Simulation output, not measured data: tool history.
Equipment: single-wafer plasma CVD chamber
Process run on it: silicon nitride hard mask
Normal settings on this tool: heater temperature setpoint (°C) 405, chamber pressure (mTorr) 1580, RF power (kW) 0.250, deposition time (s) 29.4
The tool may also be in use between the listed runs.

| run | hour | heater temperature setpoint (°C) | chamber pressure (mTorr) | RF power (kW) | deposition time (s) | read-back reference wafer on the same gauge, thickness_nm | mean film thickness on the monitor wafer (Å) |
|---|---|---|---|---|---|---|---|
| 1 | 0.0 | 405 | 1580 | 0.250 | 29.4 | 27.807 | 268.93 |
| 2 | 86.4 | 405 | 1860 | 0.250 | 29.4 | 27.797 | 283.86 |
| 3 | 161.7 | 405 | 1580 | 0.235 | 25.7 | 27.782 | 225.01 |
| 4 | 243.1 | 405 | 1580 | 0.235 | 25.7 | 27.796 | 223.60 |
| 5 | 290.1 | 405 | 1580 | 0.205 | 29.4 | 27.790 | 229.36 |
|  | 307.3 | thermocouple changed; heater temperature recalibrated |
| 6 | 345.8 | 405 | 1580 | 0.250 | 29.4 | 27.790 | 269.82 |
| 7 | 451.1 | 405 | 1580 | 0.235 | 25.7 | 27.794 | 224.24 |
| 8 | 534.1 | 405 | 1580 | 0.250 | 27.7 | 27.784 | 252.79 |
| 9 | 583.2 | 405 | 1360 | 0.250 | 23.6 | 27.795 | 205.17 |
| 10 | 640.1 | 395 | 1580 | 0.250 | 29.4 | 27.790 | 270.15 |
|  | 739.6 | showerhead replaced |
| 11 | 740.1 | 395 | 1450 | 0.250 | 29.4 | 27.810 | 260.91 |
| 12 | 834.8 | 405 | 1580 | 0.250 | 29.4 | 27.797 | 267.67 |
| 13 | 884.6 | 405 | 1580 | 0.250 | 29.4 | 27.805 | 267.96 |
| 14 | 979.3 | 414 | 1300 | 0.235 | 29.4 | 27.804 | 237.54 |
| 15 | 1041.9 | 405 | 1580 | 0.250 | 29.4 | 27.780 | 267.37 |
| 16 | 1086.7 | 414 | 1300 | 0.235 | 29.4 | 27.797 | 237.34 |
| 17 | 1174.1 | 405 | 1580 | 0.250 | 29.4 | 27.803 | 267.38 |
| 18 | 1230.5 | 419 | 1580 | 0.265 | 23.5 | 27.803 | 222.28 |
| 19 | 1323.5 | 401 | 1750 | 0.230 | 29.4 | 27.819 | 258.81 |
| 20 | 1378.3 | 405 | 1580 | 0.270 | 27.0 | 27.780 | 259.21 |
| 21 | 1457.4 | 405 | 1580 | 0.250 | 29.4 | 27.807 | 266.87 |
| 22 | 1553.1 | 405 | 1580 | 0.210 | 29.4 | 27.772 | 231.82 |
|  | 1573.9 | RF generator calibrated |
| 23 | 1601.9 | 405 | 1580 | 0.250 | 29.4 | 27.820 | 270.00 |
| 24 | 1664.9 | 392 | 1880 | 0.250 | 29.4 | 27.836 | 287.38 |
|  | 1740.1 | gauge calibrated |
| 25 | 1748.9 | 394 | 1960 | 0.295 | 25.0 | 27.815 | 279.14 |
| 26 | 1847.4 | 412 | 1580 | 0.225 | 23.6 | 27.779 | 199.13 |
| 27 | 1926.4 | 405 | 1580 | 0.250 | 29.4 | 27.779 | 269.47 |
| 28 | 2119.9 | 409 | 1780 | 0.295 | 29.4 | 27.794 | 316.55 |

What if the next run were any one of these 4? Each begins from the tool's condition after run 28:
| A | 2120.3 | 405 | 1580 | 0.250 | 29.4 | ? | ? |
| B | 2120.3 | 394 | 1380 | 0.265 | 29.4 | ? | ? |
| C | 2120.3 | 413 | 1440 | 0.250 | 29.4 | ? | ? |
| D | 2120.3 | 405 | 1580 | 0.300 | 35.1 | ? | ? |

| run | read-back reference wafer on the same gauge, thickness_nm | mean film thickness on the monitor wafer (Å) |
|---|---|---|
| A | 27.832 | 270.05 |
| B | 27.832 | 269.90 |
| C | 27.832 | 260.45 |
| D | 27.832 | 368.79 |
What these runs would have given with no unlogged condition in the tool:
| run | mean film thickness on the monitor wafer (Å) |
|---|---|
| A | 270.78 |
| B | 270.63 |
| C | 261.16 |
| D | 369.72 |
